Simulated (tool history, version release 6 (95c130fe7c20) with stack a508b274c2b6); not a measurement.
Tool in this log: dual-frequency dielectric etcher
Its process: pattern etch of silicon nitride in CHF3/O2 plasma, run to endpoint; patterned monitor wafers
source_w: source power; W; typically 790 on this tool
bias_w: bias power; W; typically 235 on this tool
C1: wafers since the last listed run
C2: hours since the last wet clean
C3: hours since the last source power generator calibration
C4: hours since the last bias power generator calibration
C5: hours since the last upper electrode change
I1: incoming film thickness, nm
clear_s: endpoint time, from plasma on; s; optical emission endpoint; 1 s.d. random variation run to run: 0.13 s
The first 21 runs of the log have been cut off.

{"run": 22, "hour": 1403.2, "source_w": 610, "bias_w": 293, "C1": 857, "C2": 435.4, "C3": 491.1, "C4": 185.5, "C5": 391.5, "I1": 73.1, "clear_s": 43.3}
{"run": 23, "hour": 1457.2, "source_w": 790, "bias_w": 235, "C1": 809, "C2": 489.4, "C3": 545.1, "C4": 239.5, "C5": 445.5, "I1": 73.2, "clear_s": 40.9}
{"hour": 1498.6, "done": "wet clean of the chamber"}
{"run": 24, "hour": 1499.1, "source_w": 790, "bias_w": 235, "C1": 268, "C2": 0.5, "C3": 587, "C4": 281.4, "C5": 487.4, "I1": 72.8, "clear_s": 42.2}
{"run": 25, "hour": 1529.3, "source_w": 980, "bias_w": 196, "C1": 452, "C2": 30.7, "C3": 617.2, "C4": 311.6, "C5": 517.6, "I1": 73.1, "clear_s": 40.4}
{"run": 26, "hour": 1558.5, "source_w": 600, "bias_w": 212, "C1": 437, "C2": 59.9, "C3": 646.4, "C4": 340.8, "C5": 546.8, "I1": 73, "clear_s": 48.4}
{"run": 27, "hour": 1610.5, "source_w": 790, "bias_w": 265, "C1": 779, "C2": 111.9, "C3": 698.4, "C4": 392.8, "C5": 598.8, "I1": 72.7, "clear_s": 40.6}
{"run": 28, "hour": 1640.0, "source_w": 690, "bias_w": 253, "C1": 442, "C2": 141.4, "C3": 727.9, "C4": 422.3, "C5": 628.3, "I1": 72.7, "clear_s": 43.3}
{"run": 29, "hour": 1707.0, "source_w": 710, "bias_w": 209, "C1": 1004, "C2": 208.4, "C3": 794.9, "C4": 489.3, "C5": 695.3, "I1": 73.2, "clear_s": 44.9}
{"run": 30, "hour": 1734.1, "source_w": 790, "bias_w": 235, "C1": 406, "C2": 235.5, "C3": 822, "C4": 516.4, "C5": 722.4, "I1": 73.1, "clear_s": 41.7}
{"run": 31, "hour": 1776.3, "source_w": 880, "bias_w": 235, "C1": 632, "C2": 277.7, "C3": 864.2, "C4": 558.6, "C5": 764.6, "I1": 73.8, "clear_s": 40.4}
{"run": 32, "hour": 1803.1, "source_w": 710, "bias_w": 209, "C1": 401, "C2": 304.5, "C3": 891, "C4": 585.4, "C5": 791.4, "I1": 72.9, "clear_s": 44.4}
{"run": 33, "hour": 1852.6, "source_w": 880, "bias_w": 283, "C1": 742, "C2": 354, "C3": 940.5, "C4": 634.9, "C5": 840.9, "I1": 72.6, "clear_s": 37.6}
{"run": 34, "hour": 1898.2, "source_w": 980, "bias_w": 235, "C1": 683, "C2": 399.6, "C3": 986.1, "C4": 680.5, "C5": 886.5, "I1": 72.9, "clear_s": 37.9}

Below are 5 alternative next runs, each starting from the tool's condition after run 34. Predict each:
{"run": "A", "hour": 1898.6, "source_w": 790, "bias_w": 235, "C1": 5, "C2": 400, "C3": 986.5, "C4": 680.9, "C5": 886.9, "I1": 73, "clear_s": "?"}
{"run": "B", "hour": 1898.6, "source_w": 630, "bias_w": 188, "C1": 5, "C2": 400, "C3": 986.5, "C4": 680.9, "C5": 886.9, "I1": 73, "clear_s": "?"}
{"run": "C", "hour": 1898.6, "source_w": 890, "bias_w": 282, "C1": 5, "C2": 400, "C3": 986.5, "C4": 680.9, "C5": 886.9, "I1": 73, "clear_s": "?"}
{"run": "D", "hour": 1898.6, "source_w": 640, "bias_w": 235, "C1": 5, "C2": 400, "C3": 986.5, "C4": 680.9, "C5": 886.9, "I1": 73, "clear_s": "?"}
{"run": "E", "hour": 1898.6, "source_w": 690, "bias_w": 205, "C1": 5, "C2": 400, "C3": 986.5, "C4": 680.9, "C5": 886.9, "I1": 73, "clear_s": "?"}

run=A clear_s=41.3
run=B clear_s=47.7
run=C clear_s=37.7
run=D clear_s=45
run=E clear_s=45.1
Had the tool no hidden state, the same runs would have come out as:
run=A clear_s=41.8
run=B clear_s=48.2
run=C clear_s=38.1
run=D clear_s=45.5
run=E clear_s=45.5

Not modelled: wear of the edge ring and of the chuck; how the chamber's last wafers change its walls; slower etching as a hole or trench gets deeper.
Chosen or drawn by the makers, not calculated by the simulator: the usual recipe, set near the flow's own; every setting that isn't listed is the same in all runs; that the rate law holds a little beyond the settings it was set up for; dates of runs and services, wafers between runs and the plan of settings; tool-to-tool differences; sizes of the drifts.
